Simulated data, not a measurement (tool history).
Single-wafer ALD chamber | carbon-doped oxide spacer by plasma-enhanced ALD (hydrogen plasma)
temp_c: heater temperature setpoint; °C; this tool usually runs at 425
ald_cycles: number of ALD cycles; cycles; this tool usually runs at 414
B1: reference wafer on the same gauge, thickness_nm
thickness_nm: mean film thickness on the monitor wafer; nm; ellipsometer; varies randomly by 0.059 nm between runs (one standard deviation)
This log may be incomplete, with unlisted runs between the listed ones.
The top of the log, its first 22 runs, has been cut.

Run 23, hour 489.7: usual settings but ald_cycles 362 cycles; B1 22.901. Result: thickness_nm 16.911 nm.
Run 24, hour 504.0: usual settings but temp_c 414 °C, ald_cycles 438 cycles; B1 22.937. Result: thickness_nm 21.018 nm.
Run 25, hour 520.2: usual settings; B1 22.891. Result: thickness_nm 19.327 nm.
Run 26, hour 537.0: usual settings but temp_c 413 °C, ald_cycles 389 cycles; B1 22.911. Result: thickness_nm 18.624 nm.
Run 27, hour 561.9: usual settings but temp_c 413 °C, ald_cycles 451 cycles; B1 22.878. Result: thickness_nm 21.749 nm.
At hour 637.6: gauge calibrated.
Run 28, hour 647.6: usual settings but temp_c 417 °C, ald_cycles 375 cycles; B1 22.906. Result: thickness_nm 17.899 nm.
Run 29, hour 746.2: usual settings; B1 22.908. Result: thickness_nm 19.223 nm.
Run 30, hour 767.0: usual settings; B1 22.893. Result: thickness_nm 19.228 nm.
Run 31, hour 790.8: usual settings but temp_c 414 °C, ald_cycles 479 cycles; B1 22.886. Result: thickness_nm 22.928 nm.
Run 32, hour 815.1: usual settings but ald_cycles 341 cycles; B1 22.887. Result: thickness_nm 15.861 nm.
Run 33, hour 835.7: usual settings; B1 22.874. Result: thickness_nm 19.309 nm.
Run 34, hour 866.5: usual settings but ald_cycles 364 cycles; B1 22.896. Result: thickness_nm 16.960 nm.
At hour 875.8: thermocouple changed; heater temperature recalibrated.
Run 35, hour 885.7: usual settings but temp_c 429 °C, ald_cycles 362 cycles; B1 22.908. Result: thickness_nm 16.895 nm.
Run 36, hour 908.7: usual settings but temp_c 437 °C, ald_cycles 483 cycles; B1 22.872. Result: thickness_nm 22.091 nm.
Run 37, hour 941.6: usual settings; B1 22.940. Result: thickness_nm 19.436 nm.
Run 38, hour 974.1: usual settings but temp_c 437 °C, ald_cycles 366 cycles; B1 22.899. Result: thickness_nm 16.525 nm.
Run 39, hour 993.1: usual settings but temp_c 414 °C, ald_cycles 451 cycles; B1 22.927. Result: thickness_nm 21.871 nm.
Run 40, hour 1026.5: usual settings but temp_c 438 °C, ald_cycles 475 cycles; B1 22.903. Result: thickness_nm 21.434 nm.
Run 41, hour 1055.3: usual settings but temp_c 433 °C, ald_cycles 496 cycles; B1 22.910. Result: thickness_nm 22.738 nm.
Run 42, hour 1072.2: usual settings but temp_c 437 °C, ald_cycles 376 cycles; B1 22.907. Result: thickness_nm 16.919 nm.

Run 43 is up next; what results do you expect?
Run 43, hour 1086.9: usual settings but temp_c 413 °C, ald_cycles 459 cycles; B1 ?. Result: thickness_nm ?.

{"run 43": {"B1": 22.879, "thickness_nm": 22.192}}
With the hidden condition absent and the run-to-run variation left alone, this run would have shown thickness_nm 22.367 nm.
